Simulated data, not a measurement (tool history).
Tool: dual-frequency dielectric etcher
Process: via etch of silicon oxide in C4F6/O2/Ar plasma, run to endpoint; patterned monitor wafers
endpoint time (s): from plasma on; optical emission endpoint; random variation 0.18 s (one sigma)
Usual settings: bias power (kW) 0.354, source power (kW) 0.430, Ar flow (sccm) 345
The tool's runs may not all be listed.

run,hour,bias power (kW),source power (kW),Ar flow (sccm),wafers since the last listed run,hours since the last wet clean,hours since the last bias power generator calibration,hours since the last source power generator calibration,hours since the last Ar flow controller change,hours since the last upper electrode change,"incoming incoming film thickness, nm",endpoint time (s)
1,0.0,0.354,0.430,345,0,167.6,3290.8,2741.4,4910.3,4049.5,86.7,22.4
2,73.0,0.354,0.430,345,845,240.6,3363.8,2814.4,4983.3,4122.5,87.0,22.0
3,166.5,0.382,0.430,345,1082,334.1,3457.3,2907.9,5076.8,4216.0,88.4,21.8
4,243.7,0.354,0.430,345,893,411.3,3534.5,2985.1,5154.0,4293.2,86.8,21.4
# hour 368.3: wet clean of the chamber
5,433.3,0.354,0.430,345,1917,65.0,3724.1,3174.7,5343.6,4482.8,87.9,23.1
6,538.1,0.354,0.430,345,1213,169.8,3828.9,3279.5,5448.4,4587.6,87.6,22.3
7,617.7,0.354,0.430,345,921,249.4,3908.5,3359.1,5528.0,4667.2,87.4,22.6
# hour 801.6: bias power generator calibrated
# hour 823.9: wet clean of the chamber
8,870.2,0.354,0.430,345,2619,46.3,68.6,3611.6,5780.5,4919.7,87.0,22.7
# hour 961.7: source power generator calibrated
9,962.2,0.354,0.430,409,1018,138.3,160.6,0.5,5872.5,5011.7,87.8,23.1
10,996.5,0.354,0.430,409,397,172.6,194.9,34.8,5906.8,5046.0,88.2,23.3
# hour 1047.8: upper electrode replaced
11,1059.1,0.354,0.430,409,446,235.2,257.5,97.4,5969.4,11.3,88.0,22.8
12,1117.1,0.354,0.430,345,671,293.2,315.5,155.4,6027.4,69.3,88.2,22.5
13,1200.4,0.354,0.430,345,964,376.5,398.8,238.7,6110.7,152.6,88.1,22.2
# hour 1287.5: wet clean of the chamber
14,1287.8,0.354,0.500,345,734,0.3,486.2,326.1,6198.1,240.0,87.3,20.9
# hour 1350.0: Ar flow controller replaced
15,1373.2,0.423,0.540,393,919,85.7,571.6,411.5,23.2,325.4,88.3,19.2
16,1468.1,0.396,0.430,373,1098,180.6,666.5,506.4,118.1,420.3,87.7,21.5
17,1544.7,0.354,0.430,345,886,257.2,743.1,583.0,194.7,496.9,87.9,22.2
18,1613.7,0.354,0.430,375,798,326.2,812.1,652.0,263.7,565.9,87.1,22.0
19,1683.7,0.422,0.500,318,810,396.2,882.1,722.0,333.7,635.9,87.2,18.8
# hour 1710.9: wet clean of the chamber
20,1783.4,0.354,0.430,271,876,72.5,981.8,821.7,433.4,735.6,88.2,21.9
21,1859.0,0.298,0.320,393,875,148.1,1057.4,897.3,509.0,811.2,88.1,30.1
22,1956.5,0.407,0.360,345,1128,245.6,1154.9,994.8,606.5,908.7,88.4,23.9
23,2009.9,0.354,0.430,345,618,299.0,1208.3,1048.2,659.9,962.1,88.8,22.4
24,2110.9,0.382,0.540,282,1169,400.0,1309.3,1149.2,760.9,1063.1,88.3,18.3

4 ways to go on from here, each from the tool as it stands after run 24. What would each give?
A,2111.3,0.354,0.340,345,4,400.4,1309.7,1149.6,761.3,1063.5,87.8,?
B,2111.3,0.416,0.430,310,4,400.4,1309.7,1149.6,761.3,1063.5,87.8,?
C,2111.3,0.305,0.540,345,4,400.4,1309.7,1149.6,761.3,1063.5,87.8,?
D,2111.3,0.354,0.520,409,4,400.4,1309.7,1149.6,761.3,1063.5,87.8,?

run,endpoint time (s)
A,25.9
B,20.7
C,20.7
D,20.4
Without the tool's hidden state the same runs would have given:
run,endpoint time (s)
A,27.3
B,21.8
C,21.7
D,21.5
